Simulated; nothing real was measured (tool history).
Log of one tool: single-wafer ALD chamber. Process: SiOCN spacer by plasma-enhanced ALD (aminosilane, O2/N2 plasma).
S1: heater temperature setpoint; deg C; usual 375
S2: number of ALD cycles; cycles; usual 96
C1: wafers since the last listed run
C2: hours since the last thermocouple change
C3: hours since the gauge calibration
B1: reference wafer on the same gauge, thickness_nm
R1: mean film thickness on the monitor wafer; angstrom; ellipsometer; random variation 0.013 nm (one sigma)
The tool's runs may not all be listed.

run,hour,S1,S2,C1,C2,C3,B1,R1
1,0,381,96,0,1633.4,275.1,4.515,54.25
2,36.9,381,96,87,1670.3,312,4.524,54.35
3,65.8,381,96,68,1699.2,340.9,4.534,54.36
4,78.2,375,96,29,1711.6,353.3,4.536,54.8
5,135.6,375,96,135,1769,410.7,4.557,54.78
6,153.9,375,100,43,1787.3,429,4.561,57.11
# hour 155.4: gauge calibrated
7,176.2,375,100,52,1809.6,20.8,4.473,55.98
8,188.5,375,100,29,1821.9,33.1,4.473,56.11
9,208.7,370,86,47,1842.1,53.3,4.475,48.24
10,239.2,371,114,71,1872.6,83.8,4.474,63.81
# hour 271.5: thermocouple changed; heater temperature recalibrated
11,275.2,363,106,66,3.7,119.8,4.478,59.52
12,291.8,390,96,39,20.3,136.4,4.481,53.81
13,320.5,375,96,67,49,165.1,4.483,53.83
14,335.9,367,102,36,64.4,180.5,4.488,56.99
15,361.3,375,96,59,89.8,205.9,4.492,53.98
16,393.7,363,113,76,122.2,238.3,4.499,63.67

The tool's hidden state at each run:
wafer temperature above the value expected at the setpoint (K): 0 in every run
H1: gauge reads high (%)
run,H1
1,0.767
2,0.986
3,1.18
4,1.26
5,1.71
6,1.86
7,-0.169
8,-0.162
9,-0.144
10,-0.102
11,-0.0282
12,0.0148
13,0.102
14,0.156
15,0.255
16,0.401

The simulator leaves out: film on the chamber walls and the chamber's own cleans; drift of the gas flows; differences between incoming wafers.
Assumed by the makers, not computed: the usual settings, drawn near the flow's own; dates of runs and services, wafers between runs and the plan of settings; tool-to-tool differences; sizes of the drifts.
